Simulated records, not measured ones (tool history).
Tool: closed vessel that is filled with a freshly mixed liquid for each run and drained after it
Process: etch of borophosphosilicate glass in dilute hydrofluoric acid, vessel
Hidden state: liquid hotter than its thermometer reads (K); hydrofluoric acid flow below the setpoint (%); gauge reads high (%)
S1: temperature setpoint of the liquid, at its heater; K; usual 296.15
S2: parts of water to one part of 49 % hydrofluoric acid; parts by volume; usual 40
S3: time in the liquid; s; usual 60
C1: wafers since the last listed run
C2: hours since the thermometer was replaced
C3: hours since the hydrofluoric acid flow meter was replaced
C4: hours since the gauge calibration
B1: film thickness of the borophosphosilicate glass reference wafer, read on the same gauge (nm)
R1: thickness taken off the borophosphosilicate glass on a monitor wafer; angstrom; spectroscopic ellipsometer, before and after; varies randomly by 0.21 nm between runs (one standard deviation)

run	day	S1	S2	S3	C1	C2	C3	C4	B1	R1
1	0	296.15	40	60	0	1168.8	2662.5	196.7	79.98	729.6
2	0.45	296.15	40	60	1029	1179.6	2673.3	207.5	80	729.5
3	1.146	296.15	55	80	1591	1196.3	2690	224.2	80	692.9
4	1.662	296.15	40	60	1181	1208.7	2702.4	236.6	80.04	729.5
5	1.996	296.15	40	60	762	1216.7	2710.4	244.6	80.04	730.4
6	2.404	299.15	55	60	933	1226.5	2720.2	254.4	80	590.2
# day 2.862: gauge calibrated
7	2.867	299.15	55	60	1057	1237.6	2731.3	0.1	79.99	585.6
# day 3.138: thermometer replaced
# day 3.171: hydrofluoric acid flow meter replaced
8	3.192	296.15	40	60	564	1.3	0.5	7.9	79.95	650.1
9	3.712	301.15	55	60	1191	13.8	13	20.4	80	567.7
10	4.429	294.15	50	60	1638	31	30.2	37.6	79.99	473.6
11	5.175	299.15	40	60	1705	48.9	48.1	55.5	80.02	735.8
12	5.688	296.15	30	70	1171	61.2	60.4	67.8	80.01	1030.7
13	6.121	296.15	45	30	990	71.6	70.8	78.2	80	289.2
14	6.792	296.15	40	60	1534	87.7	86.9	94.3	79.96	656.3
15	7.521	300.15	40	60	1667	105.2	104.4	111.8	80.03	771.4
16	8.138	297.65	40	30	1410	120	119.2	126.6	79.99	349.2
17	8.779	296.15	40	60	1467	135.4	134.6	142	80.01	658.8

State the hidden condition of the tool at each of the runs:
hydrofluoric acid flow below the setpoint (%): 0 on each run
gauge reads high (%): 0 on each run
H1: liquid hotter than its thermometer reads (K)
run	H1
1	2.87
2	2.89
3	2.93
4	2.96
5	2.98
6	3
7	3.03
8	0.143
9	0.172
10	0.211
11	0.252
12	0.281
13	0.305
14	0.342
15	0.382
16	0.416
17	0.452
